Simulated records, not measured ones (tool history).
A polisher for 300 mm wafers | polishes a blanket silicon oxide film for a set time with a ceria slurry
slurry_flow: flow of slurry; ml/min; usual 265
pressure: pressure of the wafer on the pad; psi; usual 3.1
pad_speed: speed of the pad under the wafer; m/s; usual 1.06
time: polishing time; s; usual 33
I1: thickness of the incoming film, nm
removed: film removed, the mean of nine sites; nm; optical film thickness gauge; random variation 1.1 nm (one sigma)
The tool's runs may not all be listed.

Run 1, hour 0.0: usual settings; I1 1878.6. Result: removed 146.9 nm.
Run 2, hour 43.0: usual settings; I1 1872.1. Result: removed 147.2 nm.
Run 3, hour 85.2: usual settings; I1 1874.1. Result: removed 146.4 nm.
Run 4, hour 134.8: usual settings; I1 1886.0. Result: removed 148.9 nm.
Run 5, hour 205.5: usual settings but pressure 3.6 psi; I1 1885.6. Result: removed 159.1 nm.
Run 6, hour 256.1: usual settings; I1 1911.0. Result: removed 145.8 nm.
Run 7, hour 297.5: usual settings; I1 1859.6. Result: removed 145.9 nm.
Run 8, hour 366.3: usual settings; I1 1891.9. Result: removed 145.7 nm.
Run 9, hour 407.5: usual settings; I1 1894.4. Result: removed 146.9 nm.
Run 10, hour 437.7: usual settings; I1 1850.6. Result: removed 146.4 nm.
Run 11, hour 480.3: usual settings; I1 1884.0. Result: removed 147.2 nm.
Run 12, hour 506.9: usual settings; I1 1865.3. Result: removed 144.0 nm.
Run 13, hour 560.3: usual settings; I1 1846.7. Result: removed 145.3 nm.
Run 14, hour 623.3: usual settings but pad_speed 0.80 m/s, time 29 s; I1 1839.9. Result: removed 97.6 nm.
Run 15, hour 692.7: usual settings but pressure 4.0 psi, pad_speed 0.86 m/s, time 37 s; I1 1852.2. Result: removed 160.9 nm.
Run 16, hour 723.0: usual settings but pressure 2.1 psi, pad_speed 1.44 m/s, time 36 s; I1 1847.8. Result: removed 171.5 nm.
Run 17, hour 750.2: usual settings but pressure 2.2 psi, pad_speed 1.16 m/s, time 29 s; I1 1833.6. Result: removed 112.0 nm.
Run 18, hour 817.3: usual settings but slurry_flow 230 ml/min, time 24 s; I1 1848.8. Result: removed 104.5 nm.
Run 19, hour 843.5: usual settings but slurry_flow 185 ml/min, time 29 s; I1 1883.3. Result: removed 123.4 nm.
Run 20, hour 894.9: usual settings; I1 1872.1. Result: removed 145.7 nm.
Run 21, hour 947.3: usual settings but slurry_flow 355 ml/min; I1 1868.1. Result: removed 150.2 nm.
Run 22, hour 977.7: usual settings but pressure 2.1 psi, time 41 s; I1 1885.6. Result: removed 141.9 nm.
Run 23, hour 1002.9: usual settings but pressure 3.5 psi, pad_speed 0.70 m/s; I1 1885.2. Result: removed 104.3 nm.
Run 24, hour 1048.5: usual settings but slurry_flow 200 ml/min, pressure 3.8 psi, pad_speed 1.18 m/s, time 39 s; I1 1866.6. Result: removed 213.1 nm.

Taken out of this log: 7 entries between the listed runs. Where each belongs, and how the hidden state differs across it:
Between runs 4 and 5: worn pad replaced by a new one (hour 142.4)
  no hidden state differs between the two runs
Between runs 8 and 9: worn pad replaced by a new one (hour 374.6)
  no hidden state differs between the two runs
Between runs 10 and 11: slurry nozzle cleaned (hour 443.5)
  no hidden state differs between the two runs
Between runs 12 and 13: worn pad replaced by a new one (hour 559.8)
  no hidden state differs between the two runs
Between runs 14 and 15: head pressure recalibrated (hour 635.5)
  no hidden state differs between the two runs
Between runs 17 and 18: worn pad replaced by a new one (hour 799.9)
  no hidden state differs between the two runs
Between runs 22 and 23: worn pad replaced by a new one (hour 999.7)
  no hidden state differs between the two runs
